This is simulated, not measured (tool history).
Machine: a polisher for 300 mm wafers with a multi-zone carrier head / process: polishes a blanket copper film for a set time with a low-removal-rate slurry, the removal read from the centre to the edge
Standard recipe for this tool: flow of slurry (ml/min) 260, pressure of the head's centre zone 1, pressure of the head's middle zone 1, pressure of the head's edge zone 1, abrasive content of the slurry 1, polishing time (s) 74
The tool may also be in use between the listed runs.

run,hour,flow of slurry (ml/min),pressure of the head's centre zone,pressure of the head's middle zone,pressure of the head's edge zone,abrasive content of the slurry,polishing time (s),wafers since the last listed run,wafers polished on this pad,hours since the slurry nozzle was cleaned,hours since the centre zone pressure was calibrated,hours since the edge zone pressure was calibrated,hours since the carrier head's membrane was replaced,"incoming thickness of the incoming film, nm",film removed at the wafer's centre (Å),film removed at mid-radius (Å),film removed at the wafer's edge (Å)
1,0,260,1,1,1,1,74,0,82,217.5,1106.3,1145.2,630.6,1191,2228,2295,2354
2,38.6,260,1,1,1,1,74,456,539,256.1,1144.9,1183.8,669.2,1196.9,2208,2236,2313
3,78.4,260,1,1,1,1,74,471,1010,295.9,1184.7,1223.6,709,1154.2,2191,2245,2298
# hour 103.5: slurry nozzle cleaned
4,104,260,1,1,1,1,74,291,1301,0.5,1210.3,1249.2,734.6,1178.8,2317,2456,2410
# hour 132.3: edge zone pressure recalibrated
5,160.1,260,1,1,1,1,74,640,1942,56.6,1266.4,27.8,790.7,1165.7,2333,2355,2403
# hour 210.1: centre zone pressure recalibrated
6,223.7,260,1,1,1,1,74,729,2671,120.2,13.6,91.4,854.3,1188.7,2382,2361,2331
# hour 229.8: worn pad replaced by a new one
7,275.2,260,1,1,1,1,74,562,537,171.7,65.1,142.9,905.8,1192.8,2293,2256,2347
8,313.5,205,1,1,1,1,55,453,990,210,103.4,181.2,944.1,1191.4,1641,1617,1701
9,340.7,260,1,1,1,1,74,322,1313,237.2,130.6,208.4,971.3,1198.6,2247,2290,2372
10,366.9,180,1,1,1,0.8,74,310,1623,263.4,156.8,234.6,997.5,1186.7,1985,1968,2112
11,394,185,1,1,1.07,1.15,57,320,1943,290.5,183.9,261.7,1024.6,1205.7,1614,1609,1756
12,439.5,260,1.05,1,1,1,74,538,2482,336,229.4,307.2,1070.1,1162.6,2288,2212,2299
# hour 473: worn pad replaced by a new one
13,478.4,260,1,1,1,1.15,52,413,63,374.9,268.3,346.1,1109,1197,1538,1522,1601
# hour 488.3: slurry nozzle cleaned
14,517.8,260,1,1,1,1,74,454,518,29.5,307.7,385.5,1148.4,1184.2,2345,2424,2435
15,577.5,260,0.9,0.93,1,1,74,706,1224,89.2,367.4,445.2,1208.1,1176,2085,2190,2362
# hour 627.9: carrier head's membrane replaced by a new one
16,647.1,260,0.94,0.91,1,1.2,52,764,1989,158.8,437,514.8,19.2,1190.3,1519,1542,1722
17,705,215,1,1,1.1,1,74,685,2675,216.7,494.9,572.7,77.1,1171.7,2140,2170,2372
18,741.9,210,1,1,1,1,74,436,3112,253.6,531.8,609.6,114,1190.2,2096,2134,2263
# hour 778.1: worn pad replaced by a new one
19,811.8,260,1,1.05,1.03,1,74,780,399,323.5,601.7,679.5,183.9,1202.7,2148,2209,2314
20,855.8,260,1,1,1,1,74,520,920,367.5,645.7,723.5,227.9,1170,2070,2117,2246
# hour 896: slurry nozzle cleaned
21,918.4,215,1,0.96,1,1,74,729,1649,22.4,708.3,786.1,290.5,1175.8,2249,2180,2364
22,945.1,260,1,1,1,0.7,59,316,1965,49.1,735,812.8,317.2,1155.6,1795,1843,1838

For some of the steps in film removed at the wafer's centre (Å) from one run to the next: how much would appear even if the tool had no hidden state, given the settings, what came in and random variation, and how much remains for the hidden state plus any gauge scatter that the measured result and the result without hidden state don't share?
Unlogged tool condition in this case: removal rate lost through wear of the pad, %; slurry flow missing at the pad, %; deviation of the centre zone's pressure from its setpoint, %; deviation of the edge zone's pressure from its setpoint, %.
Run 3 -> 4: slurry nozzle cleaned. film removed at the wafer's centre (Å) +126: hidden state +154, all else -28.
Run 12 -> 13: pressure of the head's centre zone 1.05 -> 1, abrasive content of the slurry 1 -> 1.15, polishing time (s) 74 -> 52, worn pad replaced by a new one. film removed at the wafer's centre (Å) -750: hidden state +50, all else -800.
Run 13 -> 14: abrasive content of the slurry 1.15 -> 1, polishing time (s) 52 -> 74, slurry nozzle cleaned. film removed at the wafer's centre (Å) +807: hidden state +135, all else +672.
Run 20 -> 21: flow of slurry (ml/min) 260 -> 215, pressure of the head's middle zone 1 -> 0.96, slurry nozzle cleaned. film removed at the wafer's centre (Å) +179: hidden state +254, all else -75.
